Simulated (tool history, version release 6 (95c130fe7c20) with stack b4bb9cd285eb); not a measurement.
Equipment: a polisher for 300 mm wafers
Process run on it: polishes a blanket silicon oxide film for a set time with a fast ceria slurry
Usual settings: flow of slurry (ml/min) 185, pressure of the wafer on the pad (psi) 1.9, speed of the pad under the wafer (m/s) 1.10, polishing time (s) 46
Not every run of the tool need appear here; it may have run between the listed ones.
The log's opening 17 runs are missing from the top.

run	day	flow of slurry (ml/min)	pressure of the wafer on the pad (psi)	speed of the pad under the wafer (m/s)	polishing time (s)	incoming thickness of the incoming film, nm	film removed (angstrom)
18	17.429	185	2.2	1.10	39	2172.3	4819
# day 18.221: slurry nozzle cleaned
19	18.817	185	1.9	0.92	54	2214.3	4977
20	19.900	185	1.9	1.10	35	2153.4	3901
# day 20.188: worn pad replaced by a new one
21	20.638	185	1.9	1.10	46	2183.9	5860
22	22.258	185	1.6	1.10	46	2158.4	4982
23	23.754	225	1.9	1.34	46	2190.5	6768
24	24.692	215	1.2	0.90	46	2207.6	3399
25	25.979	185	1.4	1.10	46	2147.1	4367
26	26.792	185	2.2	1.10	57	2158.3	7163
27	28.142	185	1.9	1.10	46	2140.6	5133
# day 29.138: worn pad replaced by a new one
28	29.196	220	1.4	0.72	33	2164.3	2315
# day 29.892: head pressure recalibrated
29	30.604	185	1.6	1.10	46	2179.0	4975
30	31.692	135	1.9	1.10	46	2145.4	5049
31	32.542	145	1.9	1.10	60	2169.1	6744
32	33.304	185	2.5	0.78	46	2188.4	4603
33	34.488	135	1.7	0.92	36	2143.1	3054
34	35.279	185	1.9	0.72	46	2190.3	3362
35	36.021	185	1.9	1.10	46	2158.5	5100
36	37.279	155	1.3	1.10	46	2190.4	3989

5 options for the next run, each taken on its own from the tool as it stands now. Forecast them:
A	37.296	185	1.9	1.10	46	2178.9	?
B	37.296	165	2.2	1.22	52	2178.9	?
C	37.296	210	1.9	1.10	52	2178.9	?
D	37.296	185	1.7	1.10	62	2178.9	?
E	37.296	145	1.5	0.84	38	2178.9	?

run	film removed (angstrom)
A	5201
B	7019
C	5984
D	6560
E	2744
Had the tool no hidden state, the same runs would have come out as:
run	film removed (angstrom)
A	5933
B	8008
C	6827
D	7485
E	3131

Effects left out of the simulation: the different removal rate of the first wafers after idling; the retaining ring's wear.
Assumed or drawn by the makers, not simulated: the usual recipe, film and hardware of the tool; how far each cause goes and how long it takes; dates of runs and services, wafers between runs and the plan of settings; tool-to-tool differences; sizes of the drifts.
